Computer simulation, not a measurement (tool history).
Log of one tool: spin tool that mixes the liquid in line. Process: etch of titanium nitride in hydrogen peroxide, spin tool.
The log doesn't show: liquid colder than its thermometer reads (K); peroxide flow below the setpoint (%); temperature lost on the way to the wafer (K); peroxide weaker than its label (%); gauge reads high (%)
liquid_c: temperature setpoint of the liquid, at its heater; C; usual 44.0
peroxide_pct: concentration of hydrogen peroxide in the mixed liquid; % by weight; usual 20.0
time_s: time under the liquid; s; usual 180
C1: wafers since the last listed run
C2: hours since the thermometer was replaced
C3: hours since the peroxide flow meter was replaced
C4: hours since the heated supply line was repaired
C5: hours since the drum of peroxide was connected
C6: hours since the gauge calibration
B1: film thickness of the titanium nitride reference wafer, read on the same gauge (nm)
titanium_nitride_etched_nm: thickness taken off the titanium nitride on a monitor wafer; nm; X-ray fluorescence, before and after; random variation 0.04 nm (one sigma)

{"run": 1, "hour": 0.0, "liquid_c": 44.0, "peroxide_pct": 20.0, "time_s": 135, "C1": 0, "C2": 683.5, "C3": 1632.5, "C4": 3118.8, "C5": 833.4, "C6": 1433.4, "B1": 30.0, "titanium_nitride_etched_nm": 7.4}
{"run": 2, "hour": 34.0, "liquid_c": 44.0, "peroxide_pct": 20.0, "time_s": 180, "C1": 207, "C2": 717.5, "C3": 1666.5, "C4": 3152.8, "C5": 867.4, "C6": 1467.4, "B1": 30.03, "titanium_nitride_etched_nm": 9.83}
{"hour": 64.9, "done": "peroxide flow meter replaced"}
{"run": 3, "hour": 94.1, "liquid_c": 44.0, "peroxide_pct": 20.0, "time_s": 180, "C1": 361, "C2": 777.6, "C3": 29.2, "C4": 3212.9, "C5": 927.5, "C6": 1527.5, "B1": 30.04, "titanium_nitride_etched_nm": 9.84}
{"run": 4, "hour": 149.3, "liquid_c": 44.0, "peroxide_pct": 20.0, "time_s": 180, "C1": 337, "C2": 832.8, "C3": 84.4, "C4": 3268.1, "C5": 982.7, "C6": 1582.7, "B1": 30.03, "titanium_nitride_etched_nm": 9.83}
{"run": 5, "hour": 205.8, "liquid_c": 44.0, "peroxide_pct": 20.0, "time_s": 210, "C1": 345, "C2": 889.3, "C3": 140.9, "C4": 3324.6, "C5": 1039.2, "C6": 1639.2, "B1": 30.06, "titanium_nitride_etched_nm": 11.43}
{"run": 6, "hour": 267.4, "liquid_c": 44.0, "peroxide_pct": 21.5, "time_s": 245, "C1": 376, "C2": 950.9, "C3": 202.5, "C4": 3386.2, "C5": 1100.8, "C6": 1700.8, "B1": 29.99, "titanium_nitride_etched_nm": 13.46}
{"hour": 301.8, "done": "heated supply line repaired"}
{"run": 7, "hour": 319.8, "liquid_c": 44.0, "peroxide_pct": 16.5, "time_s": 180, "C1": 314, "C2": 1003.3, "C3": 254.9, "C4": 18.0, "C5": 1153.2, "C6": 1753.2, "B1": 30.03, "titanium_nitride_etched_nm": 9.3}
{"hour": 332.1, "done": "thermometer replaced"}
{"run": 8, "hour": 346.9, "liquid_c": 44.0, "peroxide_pct": 24.5, "time_s": 135, "C1": 159, "C2": 14.8, "C3": 282.0, "C4": 45.1, "C5": 1180.3, "C6": 1780.3, "B1": 30.05, "titanium_nitride_etched_nm": 7.88}
{"run": 9, "hour": 382.1, "liquid_c": 44.0, "peroxide_pct": 20.0, "time_s": 220, "C1": 215, "C2": 50.0, "C3": 317.2, "C4": 80.3, "C5": 1215.5, "C6": 1815.5, "B1": 29.98, "titanium_nitride_etched_nm": 12.43}
{"run": 10, "hour": 445.0, "liquid_c": 35.0, "peroxide_pct": 20.0, "time_s": 180, "C1": 384, "C2": 112.9, "C3": 380.1, "C4": 143.2, "C5": 1278.4, "C6": 1878.4, "B1": 29.97, "titanium_nitride_etched_nm": 5.05}
{"hour": 496.2, "done": "new drum of peroxide connected"}
{"hour": 553.3, "done": "gauge calibrated"}
{"run": 11, "hour": 584.5, "liquid_c": 36.0, "peroxide_pct": 16.5, "time_s": 95, "C1": 846, "C2": 252.4, "C3": 519.6, "C4": 282.7, "C5": 88.3, "C6": 31.2, "B1": 30.0, "titanium_nitride_etched_nm": 2.79}
{"run": 12, "hour": 741.6, "liquid_c": 44.0, "peroxide_pct": 20.0, "time_s": 180, "C1": 960, "C2": 409.5, "C3": 676.7, "C4": 439.8, "C5": 245.4, "C6": 188.3, "B1": 29.99, "titanium_nitride_etched_nm": 10.09}
{"run": 13, "hour": 777.7, "liquid_c": 44.0, "peroxide_pct": 20.0, "time_s": 180, "C1": 220, "C2": 445.6, "C3": 712.8, "C4": 475.9, "C5": 281.5, "C6": 224.4, "B1": 29.99, "titanium_nitride_etched_nm": 10.11}
{"run": 14, "hour": 824.2, "liquid_c": 44.0, "peroxide_pct": 16.0, "time_s": 180, "C1": 284, "C2": 492.1, "C3": 759.3, "C4": 522.4, "C5": 328.0, "C6": 270.9, "B1": 30.01, "titanium_nitride_etched_nm": 9.65}
{"run": 15, "hour": 863.8, "liquid_c": 41.0, "peroxide_pct": 15.0, "time_s": 260, "C1": 242, "C2": 531.7, "C3": 798.9, "C4": 562.0, "C5": 367.6, "C6": 310.5, "B1": 29.99, "titanium_nitride_etched_nm": 10.9}
{"run": 16, "hour": 926.4, "liquid_c": 44.0, "peroxide_pct": 20.0, "time_s": 215, "C1": 382, "C2": 594.3, "C3": 861.5, "C4": 624.6, "C5": 430.2, "C6": 373.1, "B1": 30.02, "titanium_nitride_etched_nm": 12.04}
{"run": 17, "hour": 959.5, "liquid_c": 50.0, "peroxide_pct": 20.0, "time_s": 180, "C1": 202, "C2": 627.4, "C3": 894.6, "C4": 657.7, "C5": 463.3, "C6": 406.2, "B1": 29.97, "titanium_nitride_etched_nm": 15.52}
{"run": 18, "hour": 995.6, "liquid_c": 50.5, "peroxide_pct": 20.0, "time_s": 180, "C1": 220, "C2": 663.5, "C3": 930.7, "C4": 693.8, "C5": 499.4, "C6": 442.3, "B1": 30.05, "titanium_nitride_etched_nm": 16.08}
{"run": 19, "hour": 1052.2, "liquid_c": 37.5, "peroxide_pct": 23.5, "time_s": 180, "C1": 345, "C2": 720.1, "C3": 987.3, "C4": 750.4, "C5": 556.0, "C6": 498.9, "B1": 29.98, "titanium_nitride_etched_nm": 6.26}
{"run": 20, "hour": 1099.0, "liquid_c": 40.5, "peroxide_pct": 15.5, "time_s": 285, "C1": 286, "C2": 766.9, "C3": 1034.1, "C4": 797.2, "C5": 602.8, "C6": 545.7, "B1": 30.0, "titanium_nitride_etched_nm": 11.41}
{"run": 21, "hour": 1129.2, "liquid_c": 44.0, "peroxide_pct": 20.0, "time_s": 180, "C1": 184, "C2": 797.1, "C3": 1064.3, "C4": 827.4, "C5": 633.0, "C6": 575.9, "B1": 30.05, "titanium_nitride_etched_nm": 9.9}
{"run": 22, "hour": 1169.0, "liquid_c": 53.0, "peroxide_pct": 20.0, "time_s": 250, "C1": 243, "C2": 836.9, "C3": 1104.1, "C4": 867.2, "C5": 672.8, "C6": 615.7, "B1": 30.02, "titanium_nitride_etched_nm": 26.66}
{"hour": 1246.0, "done": "thermometer replaced"}
{"run": 23, "hour": 1325.8, "liquid_c": 46.5, "peroxide_pct": 23.5, "time_s": 90, "C1": 952, "C2": 79.8, "C3": 1260.9, "C4": 1024.0, "C5": 829.6, "C6": 772.5, "B1": 30.0, "titanium_nitride_etched_nm": 6.28}
{"run": 24, "hour": 1381.3, "liquid_c": 41.5, "peroxide_pct": 14.5, "time_s": 75, "C1": 339, "C2": 135.3, "C3": 1316.4, "C4": 1079.5, "C5": 885.1, "C6": 828.0, "B1": 30.02, "titanium_nitride_etched_nm": 3.24}
{"run": 25, "hour": 1446.3, "liquid_c": 44.0, "peroxide_pct": 24.0, "time_s": 180, "C1": 397, "C2": 200.3, "C3": 1381.4, "C4": 1144.5, "C5": 950.1, "C6": 893.0, "B1": 30.02, "titanium_nitride_etched_nm": 10.45}
{"run": 26, "hour": 1485.4, "liquid_c": 37.5, "peroxide_pct": 16.0, "time_s": 180, "C1": 238, "C2": 239.4, "C3": 1420.5, "C4": 1183.6, "C5": 989.2, "C6": 932.1, "B1": 30.01, "titanium_nitride_etched_nm": 5.77}

3 ways to go on from here, each from the tool as it stands after run 26. What would each give?
{"run": "A", "hour": 1485.9, "liquid_c": 44.0, "peroxide_pct": 15.0, "time_s": 180, "C1": 3, "C2": 239.9, "C3": 1421.0, "C4": 1184.1, "C5": 989.7, "C6": 932.6, "B1": "?", "titanium_nitride_etched_nm": "?"}
{"run": "B", "hour": 1485.9, "liquid_c": 47.5, "peroxide_pct": 20.0, "time_s": 235, "C1": 3, "C2": 239.9, "C3": 1421.0, "C4": 1184.1, "C5": 989.7, "C6": 932.6, "B1": "?", "titanium_nitride_etched_nm": "?"}
{"run": "C", "hour": 1485.9, "liquid_c": 48.0, "peroxide_pct": 23.0, "time_s": 180, "C1": 3, "C2": 239.9, "C3": 1421.0, "C4": 1184.1, "C5": 989.7, "C6": 932.6, "B1": "?", "titanium_nitride_etched_nm": "?"}

run=A B1=30.00 titanium_nitride_etched_nm=9.40
run=B B1=30.00 titanium_nitride_etched_nm=16.91
run=C B1=30.00 titanium_nitride_etched_nm=13.84
Without the tool's hidden state the same runs would have given:
run=A titanium_nitride_etched_nm=9.68
run=B titanium_nitride_etched_nm=17.41
run=C titanium_nitride_etched_nm=14.25
